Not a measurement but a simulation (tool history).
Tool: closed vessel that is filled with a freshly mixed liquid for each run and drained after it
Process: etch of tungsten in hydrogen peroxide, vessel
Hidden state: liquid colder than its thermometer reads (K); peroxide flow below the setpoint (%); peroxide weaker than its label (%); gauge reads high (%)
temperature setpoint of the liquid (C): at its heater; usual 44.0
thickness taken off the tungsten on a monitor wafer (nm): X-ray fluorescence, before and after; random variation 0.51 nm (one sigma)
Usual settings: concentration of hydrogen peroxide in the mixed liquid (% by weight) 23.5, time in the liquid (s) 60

run    hour  temperature setpoint of the liquid (C)  concentration of hydrogen peroxide in the mixed liquid (% by weight)  time in the liquid (s)  wafers since the last listed run  hours since the thermometer was replaced  hours since the peroxide flow meter was replaced  hours since the drum of peroxide was connected  hours since the gauge calibration  read-back film thickness of the tungsten reference wafer, read on the same gauge (nm)  thickness taken off the tungsten on a monitor wafer (nm)
  1     0.0                                    50.0                                                                  23.5                      60                                 0                                      40.6                                            1429.6                                           663.4                              697.3                                                                                  97.60                                                    101.50
  2    54.2                                    50.5                                                                  23.5                      60                              4970                                      94.8                                            1483.8                                           717.6                              751.5                                                                                  97.38                                                    105.74
  3    83.4                                    50.5                                                                  23.5                      60                              2677                                     124.0                                            1513.0                                           746.8                              780.7                                                                                  97.27                                                    105.33
      111.7  -- gauge calibrated
  4   112.2                                    50.5                                                                  23.5                      60                              2640                                     152.8                                            1541.8                                           775.6                                0.5                                                                                 100.21                                                    108.27
  5   156.7                                    49.0                                                                  23.5                      40                              4080                                     197.3                                            1586.3                                           820.1                               45.0                                                                                 100.01                                                     65.65
  6   198.8                                    44.0                                                                  23.5                      60                              3860                                     239.4                                            1628.4                                           862.2                               87.1                                                                                  99.89                                                     72.65
  7   237.1                                    44.0                                                                  23.5                      60                              3512                                     277.7                                            1666.7                                           900.5                              125.4                                                                                  99.69                                                     71.63
  8   270.6                                    44.0                                                                  23.5                      60                              3071                                     311.2                                            1700.2                                           934.0                              158.9                                                                                  99.56                                                     71.16
  9   312.0                                    44.0                                                                  23.5                      60                              3796                                     352.6                                            1741.6                                           975.4                              200.3                                                                                  99.42                                                     72.59
 10   482.9                                    44.0                                                                  23.5                      60                             15671                                     523.5                                            1912.5                                          1146.3                              371.2                                                                                  98.70                                                     71.07
      490.3  -- new drum of peroxide connected
 11   533.8                                    44.0                                                                  23.5                      60                              4575                                     574.4                                            1963.4                                            43.5                              422.1                                                                                  98.51                                                     70.62
 12   573.2                                    44.0                                                                  23.5                      60                              3613                                     613.8                                            2002.8                                            82.9                              461.5                                                                                  98.35                                                     71.69
 13   629.3                                    44.0                                                                  23.5                      60                              5144                                     669.9                                            2058.9                                           139.0                              517.6                                                                                  98.15                                                     70.98
 14   682.5                                    50.5                                                                  23.5                      60                              4878                                     723.1                                            2112.1                                           192.2                              570.8                                                                                  97.92                                                    106.00
      717.9  -- thermometer replaced
 15   719.0                                    44.0                                                                  23.5                      50                              3255                                       1.1                                            2148.6                                           228.7                              607.3                                                                                  97.79                                                     57.83
 16   744.2                                    54.0                                                                  28.0                      50                              2310                                      26.3                                            2173.8                                           253.9                              632.5                                                                                  97.69                                                    118.64
 17   798.6                                    44.0                                                                  23.5                      60                              4988                                      80.7                                            2228.2                                           308.3                              686.9                                                                                  97.43                                                     69.70
      830.2  -- peroxide flow meter replaced
 18   843.3                                    44.0                                                                  28.0                      60                              4007                                     125.4                                              13.1                                           353.0                              731.6                                                                                  97.28                                                     75.79
 19   874.2                                    47.0                                                                  23.5                      90                              2833                                     156.3                                              44.0                                           383.9                              762.5                                                                                  97.18                                                    127.72
 20   931.5                                    34.5                                                                  21.5                      30                              5254                                     213.6                                             101.3                                           441.2                              819.8                                                                                  96.95                                                     17.99
      960.1  -- gauge calibrated
 21   999.9                                    44.0                                                                  17.5                      60                              6272                                     282.0                                             169.7                                           509.6                               39.8                                                                                 100.39                                                     62.90
 22  1060.9                                    44.0                                                                  18.5                      45                              5593                                     343.0                                             230.7                                           570.6                              100.8                                                                                 100.14                                                     48.85
 23  1109.7                                    44.0                                                                  28.5                      60                              4474                                     391.8                                             279.5                                           619.4                              149.6                                                                                  99.96                                                     78.96
 24  1156.2                                    54.0                                                                  28.0                      50                              4264                                     438.3                                             326.0                                           665.9                              196.1                                                                                  99.76                                                    121.93
 25  1223.2                                    53.5                                                                  18.0                      60                              6143                                     505.3                                             393.0                                           732.9                              263.1                                                                                  99.46                                                    112.84
 26  1282.3                                    44.0                                                                  25.5                      60                              5419                                     564.4                                             452.1                                           792.0                              322.2                                                                                  99.25                                                     75.07

The tool's hidden state at each run:
liquid colder than its thermometer reads (K): 0 in every run
peroxide flow below the setpoint (%): 0 in every run
peroxide weaker than its label (%): 0 in every run
H1: gauge reads high (%)
run       H1
  1    -2.41
  2    -2.62
  3    -2.74
  4    0.207
  5   0.0288
  6    -0.14
  7   -0.293
  8   -0.427
  9   -0.592
 10    -1.28
 11    -1.48
 12    -1.64
 13    -1.86
 14    -2.07
 15    -2.22
 16    -2.32
 17    -2.54
 18    -2.72
 19    -2.84
 20    -3.07
 21    0.384
 22     0.14
 23  -0.0553
 24   -0.241
 25   -0.509
 26   -0.746
